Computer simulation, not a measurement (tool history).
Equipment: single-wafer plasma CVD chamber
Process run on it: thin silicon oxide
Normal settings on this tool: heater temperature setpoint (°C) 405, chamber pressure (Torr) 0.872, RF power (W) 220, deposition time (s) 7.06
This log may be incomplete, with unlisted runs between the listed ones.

| run | day | heater temperature setpoint (°C) | chamber pressure (Torr) | RF power (W) | deposition time (s) | wafers since the last listed run | hours since the last thermocouple change | hours since the last RF generator calibration | hours since the last manometer calibration | hours since the showerhead was replaced | hours since the gauge calibration | read-back reference wafer on the same gauge, thickness_nm | mean film thickness on the monitor wafer (Å) |
|---|---|---|---|---|---|---|---|---|---|---|---|---|---|
| 1 | 0.000 | 405 | 0.872 | 220 | 6.26 | 0 | 1402.4 | 1661.6 | 1696.6 | 4586.7 | 194.6 | 11.000 | 96.67 |
| 2 | 0.633 | 405 | 0.872 | 220 | 7.53 | 440 | 1417.6 | 1676.8 | 1711.8 | 4601.9 | 209.8 | 10.997 | 116.24 |
| 3 | 2.075 | 405 | 0.872 | 220 | 7.53 | 1002 | 1452.2 | 1711.4 | 1746.4 | 4636.5 | 244.4 | 11.004 | 116.09 |
| 4 | 3.146 | 405 | 0.872 | 220 | 7.53 | 744 | 1477.9 | 1737.1 | 1772.1 | 4662.2 | 270.1 | 10.996 | 116.21 |
| 5 | 4.142 | 405 | 0.872 | 220 | 7.06 | 692 | 1501.8 | 1761.0 | 1796.0 | 4686.1 | 294.0 | 10.999 | 108.51 |
| 6 | 4.721 | 405 | 0.728 | 220 | 7.06 | 402 | 1515.7 | 1774.9 | 1809.9 | 4700.0 | 307.9 | 11.000 | 92.90 |
| 7 | 5.929 | 405 | 0.872 | 220 | 7.06 | 840 | 1544.7 | 1803.9 | 1838.9 | 4729.0 | 336.9 | 11.003 | 108.61 |
| 8 | 6.525 | 405 | 0.872 | 220 | 7.06 | 414 | 1559.0 | 1818.2 | 1853.2 | 4743.3 | 351.2 | 10.999 | 108.79 |
|  | 7.675 | gauge calibrated |
| 9 | 7.708 | 405 | 0.872 | 220 | 7.06 | 823 | 1587.4 | 1846.6 | 1881.6 | 4771.7 | 0.8 | 11.003 | 108.39 |
| 10 | 8.712 | 405 | 0.872 | 220 | 7.06 | 698 | 1611.5 | 1870.7 | 1905.7 | 4795.8 | 24.9 | 11.001 | 108.97 |
| 11 | 9.875 | 405 | 0.872 | 220 | 7.06 | 808 | 1639.4 | 1898.6 | 1933.6 | 4823.7 | 52.8 | 11.002 | 108.43 |
| 12 | 11.100 | 405 | 0.872 | 220 | 7.06 | 852 | 1668.8 | 1928.0 | 1963.0 | 4853.1 | 82.2 | 11.002 | 108.70 |
|  | 12.442 | thermocouple changed; heater temperature recalibrated |
| 13 | 12.496 | 405 | 0.872 | 220 | 7.06 | 739 | 1.3 | 1961.5 | 1996.5 | 4886.6 | 115.7 | 11.003 | 108.67 |
| 14 | 13.533 | 405 | 0.872 | 220 | 8.47 | 721 | 26.2 | 1986.4 | 2021.4 | 4911.5 | 140.6 | 10.998 | 130.05 |
| 15 | 14.058 | 405 | 0.725 | 255 | 6.04 | 365 | 38.8 | 1999.0 | 2034.0 | 4924.1 | 153.2 | 11.004 | 82.96 |
| 16 | 15.012 | 405 | 0.872 | 220 | 7.06 | 663 | 61.7 | 2021.9 | 2056.9 | 4947.0 | 176.1 | 11.000 | 108.48 |
|  | 15.354 | RF generator calibrated |
|  | 15.425 | showerhead replaced |
|  | 15.512 | capacitance manometer re-zeroed and calibrated |
| 17 | 16.046 | 405 | 0.872 | 220 | 7.06 | 377 | 86.5 | 16.6 | 12.8 | 14.9 | 200.9 | 11.002 | 115.42 |
| 18 | 17.488 | 415 | 1.004 | 200 | 7.06 | 1002 | 121.1 | 51.2 | 47.4 | 49.5 | 235.5 | 10.998 | 122.56 |
| 19 | 18.662 | 395 | 0.724 | 220 | 7.06 | 817 | 149.3 | 79.4 | 75.6 | 77.7 | 263.7 | 11.000 | 99.00 |
| 20 | 20.021 | 405 | 0.872 | 220 | 7.06 | 944 | 181.9 | 112.0 | 108.2 | 110.3 | 296.3 | 10.997 | 114.39 |
| 21 | 21.400 | 405 | 0.872 | 230 | 7.79 | 959 | 215.0 | 145.1 | 141.3 | 143.4 | 329.4 | 11.002 | 128.10 |
|  | 21.629 | gauge calibrated |
| 22 | 22.688 | 405 | 0.872 | 220 | 7.06 | 895 | 245.9 | 176.0 | 172.2 | 174.3 | 25.4 | 11.006 | 113.94 |
| 23 | 23.279 | 414 | 0.803 | 240 | 6.15 | 411 | 260.1 | 190.2 | 186.4 | 188.5 | 39.6 | 11.002 | 95.08 |
| 24 | 24.367 | 405 | 1.087 | 220 | 7.06 | 756 | 286.2 | 216.3 | 212.5 | 214.6 | 65.7 | 10.994 | 133.66 |
| 25 | 25.296 | 397 | 0.753 | 195 | 6.56 | 646 | 308.5 | 238.6 | 234.8 | 236.9 | 88.0 | 11.001 | 90.36 |
| 26 | 26.071 | 405 | 0.872 | 220 | 7.53 | 539 | 327.1 | 257.2 | 253.4 | 255.5 | 106.6 | 11.000 | 121.36 |
| 27 | 26.604 | 411 | 0.872 | 260 | 6.58 | 370 | 339.9 | 270.0 | 266.2 | 268.3 | 119.4 | 10.999 | 111.40 |
| 28 | 27.921 | 418 | 0.997 | 235 | 8.35 | 915 | 371.5 | 301.6 | 297.8 | 299.9 | 151.0 | 11.001 | 150.04 |
| 29 | 29.192 | 411 | 0.872 | 190 | 7.06 | 884 | 402.0 | 332.1 | 328.3 | 330.4 | 181.5 | 10.997 | 107.38 |

Each row is a separate what-if for the run after 29, all from the same tool condition, not one after another. Results?
| A | 29.208 | 405 | 1.084 | 220 | 7.06 | 11 | 402.4 | 332.5 | 328.7 | 330.8 | 181.9 | ? | ? |
| B | 29.208 | 405 | 0.696 | 245 | 7.91 | 11 | 402.4 | 332.5 | 328.7 | 330.8 | 181.9 | ? | ? |
| C | 29.208 | 415 | 0.872 | 240 | 6.49 | 11 | 402.4 | 332.5 | 328.7 | 330.8 | 181.9 | ? | ? |

| run | read-back reference wafer on the same gauge, thickness_nm | mean film thickness on the monitor wafer (Å) |
|---|---|---|
| A | 10.997 | 132.13 |
| B | 10.997 | 107.69 |
| C | 10.997 | 106.04 |
Without the tool's hidden state the same runs would have given:
| run | mean film thickness on the monitor wafer (Å) |
|---|---|
| A | 134.15 |
| B | 109.94 |
| C | 107.95 |
